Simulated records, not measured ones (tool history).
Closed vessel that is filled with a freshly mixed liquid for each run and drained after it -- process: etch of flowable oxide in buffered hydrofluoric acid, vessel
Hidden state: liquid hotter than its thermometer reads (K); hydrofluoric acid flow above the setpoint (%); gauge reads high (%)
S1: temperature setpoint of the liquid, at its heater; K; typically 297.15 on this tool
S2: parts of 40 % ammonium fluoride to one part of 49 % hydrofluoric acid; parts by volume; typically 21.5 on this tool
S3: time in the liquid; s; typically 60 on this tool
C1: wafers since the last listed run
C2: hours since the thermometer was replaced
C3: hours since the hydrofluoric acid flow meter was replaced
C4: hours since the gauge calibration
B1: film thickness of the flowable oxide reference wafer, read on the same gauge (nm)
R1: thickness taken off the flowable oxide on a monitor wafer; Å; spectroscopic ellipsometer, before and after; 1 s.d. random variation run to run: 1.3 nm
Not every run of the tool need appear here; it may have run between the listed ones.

run 1 hour=0.0 | S1=300.15 S2=19.5 S3=60 | C1=0 C2=622.2 C3=1036.2 C4=560.5 | B1=50.01 | R1=2015.2
run 2 hour=15.9 | S1=300.15 S2=19.5 S3=60 | C1=1125 C2=638.1 C3=1052.1 C4=576.4 | B1=50.00 | R1=1998.3
run 3 hour=38.4 | S1=300.15 S2=19.5 S3=60 | C1=1593 C2=660.6 C3=1074.6 C4=598.9 | B1=50.04 | R1=2028.6
run 4 hour=56.4 | S1=297.15 S2=21.5 S3=60 | C1=1274 C2=678.6 C3=1092.6 C4=616.9 | B1=50.01 | R1=1535.8
run 5 hour=85.5 | S1=297.15 S2=21.5 S3=60 | C1=2060 C2=707.7 C3=1121.7 C4=646.0 | B1=50.00 | R1=1562.3
-- hour=106.0 gauge calibrated
run 6 hour=130.6 | S1=297.15 S2=21.5 S3=60 | C1=3193 C2=752.8 C3=1166.8 C4=24.6 | B1=50.03 | R1=1539.0
run 7 hour=157.5 | S1=300.15 S2=21.5 S3=75 | C1=1904 C2=779.7 C3=1193.7 C4=51.5 | B1=49.99 | R1=2268.8
run 8 hour=170.1 | S1=300.15 S2=21.5 S3=75 | C1=892 C2=792.3 C3=1206.3 C4=64.1 | B1=50.01 | R1=2334.9
-- hour=173.3 hydrofluoric acid flow meter replaced
run 9 hour=201.5 | S1=293.65 S2=21.5 S3=60 | C1=2152 C2=823.7 C3=28.2 C4=95.5 | B1=49.97 | R1=1201.9
run 10 hour=234.1 | S1=293.65 S2=21.5 S3=60 | C1=2308 C2=856.3 C3=60.8 C4=128.1 | B1=50.01 | R1=1217.9
run 11 hour=259.0 | S1=297.15 S2=21.5 S3=60 | C1=1763 C2=881.2 C3=85.7 C4=153.0 | B1=49.99 | R1=1453.2
run 12 hour=276.7 | S1=294.65 S2=21.5 S3=85 | C1=1253 C2=898.9 C3=103.4 C4=170.7 | B1=50.02 | R1=1835.6
run 13 hour=301.3 | S1=299.65 S2=21.5 S3=60 | C1=1742 C2=923.5 C3=128.0 C4=195.3 | B1=50.00 | R1=1703.8
run 14 hour=324.7 | S1=299.15 S2=29.0 S3=70 | C1=1657 C2=946.9 C3=151.4 C4=218.7 | B1=49.96 | R1=1546.7
run 15 hour=367.3 | S1=297.15 S2=21.5 S3=60 | C1=3016 C2=989.5 C3=194.0 C4=261.3 | B1=50.00 | R1=1494.1
run 16 hour=394.7 | S1=294.65 S2=15.0 S3=50 | C1=1940 C2=1016.9 C3=221.4 C4=288.7 | B1=49.98 | R1=1510.8
run 17 hour=425.6 | S1=297.15 S2=21.5 S3=60 | C1=2188 C2=1047.8 C3=252.3 C4=319.6 | B1=49.98 | R1=1461.1
run 18 hour=455.7 | S1=297.15 S2=16.5 S3=60 | C1=2131 C2=1077.9 C3=282.4 C4=349.7 | B1=50.01 | R1=1909.0
run 19 hour=472.4 | S1=297.15 S2=26.0 S3=30 | C1=1182 C2=1094.6 C3=299.1 C4=366.4 | B1=50.00 | R1=641.7
run 20 hour=559.1 | S1=294.65 S2=18.0 S3=85 | C1=6139 C2=1181.3 C3=385.8 C4=453.1 | B1=50.02 | R1=2192.6
run 21 hour=577.8 | S1=297.15 S2=24.5 S3=45 | C1=1324 C2=1200.0 C3=404.5 C4=471.8 | B1=49.98 | R1=1034.7
run 22 hour=606.8 | S1=299.15 S2=21.5 S3=60 | C1=2053 C2=1229.0 C3=433.5 C4=500.8 | B1=49.99 | R1=1650.4
run 23 hour=630.3 | S1=292.65 S2=21.5 S3=70 | C1=1664 C2=1252.5 C3=457.0 C4=524.3 | B1=49.99 | R1=1367.7
run 24 hour=662.6 | S1=300.65 S2=24.0 S3=80 | C1=2287 C2=1284.8 C3=489.3 C4=556.6 | B1=49.97 | R1=2221.3
-- hour=663.8 thermometer replaced
run 25 hour=693.0 | S1=297.15 S2=21.5 S3=60 | C1=2081 C2=29.2 C3=519.7 C4=587.0 | B1=50.00 | R1=1506.7
run 26 hour=720.9 | S1=294.65 S2=21.5 S3=60 | C1=1975 C2=57.1 C3=547.6 C4=614.9 | B1=49.96 | R1=1296.2
run 27 hour=752.2 | S1=297.15 S2=21.5 S3=60 | C1=2216 C2=88.4 C3=578.9 C4=646.2 | B1=50.01 | R1=1513.3
run 28 hour=772.1 | S1=297.15 S2=21.5 S3=40 | C1=1409 C2=108.3 C3=598.8 C4=666.1 | B1=50.01 | R1=1009.9
run 29 hour=786.3 | S1=300.15 S2=18.5 S3=35 | C1=1005 C2=122.5 C3=613.0 C4=680.3 | B1=50.00 | R1=1202.4
run 30 hour=800.6 | S1=300.65 S2=25.5 S3=30 | C1=1012 C2=136.8 C3=627.3 C4=694.6 | B1=50.01 | R1=814.5
run 31 hour=835.2 | S1=295.15 S2=16.0 S3=45 | C1=2450 C2=171.4 C3=661.9 C4=729.2 | B1=49.99 | R1=1371.9
-- hour=849.1 gauge calibrated
run 32 hour=859.1 | S1=299.65 S2=15.5 S3=40 | C1=1692 C2=195.3 C3=685.8 C4=10.0 | B1=49.99 | R1=1612.8
run 33 hour=881.4 | S1=297.15 S2=21.5 S3=80 | C1=1579 C2=217.6 C3=708.1 C4=32.3 | B1=49.99 | R1=2052.4
run 34 hour=917.3 | S1=295.15 S2=21.5 S3=95 | C1=2542 C2=253.5 C3=744.0 C4=68.2 | B1=50.02 | R1=2131.7

Hidden state or all else? Some run-to-run changes of R1, split into what the settings, what came in and random variation would give without the hidden state, and what is left for the hidden state (with any gauge scatter that isn't in both results):
Run 3 -> 4: S1 300.15 -> 297.15, S2 19.5 -> 21.5. R1 -492.8 Å: hidden state -69.4, all else -423.4.
Run 8 -> 9: S1 300.15 -> 293.65, S3 75 -> 60, hydrofluoric acid flow meter replaced. R1 -1133.0 Å: hidden state -152.9, all else -980.1.
Run 18 -> 19: S2 16.5 -> 26.0, S3 60 -> 30. R1 -1267.3 Å: hidden state -54.0, all else -1213.3.
Run 19 -> 20: S1 297.15 -> 294.65, S2 26.0 -> 18.0, S3 30 -> 85. R1 +1550.9 Å: hidden state +81.9, all else +1469.0.
Run 20 -> 21: S1 294.65 -> 297.15, S2 18.0 -> 24.5, S3 85 -> 45. R1 -1157.9 Å: hidden state -65.5, all else -1092.4.

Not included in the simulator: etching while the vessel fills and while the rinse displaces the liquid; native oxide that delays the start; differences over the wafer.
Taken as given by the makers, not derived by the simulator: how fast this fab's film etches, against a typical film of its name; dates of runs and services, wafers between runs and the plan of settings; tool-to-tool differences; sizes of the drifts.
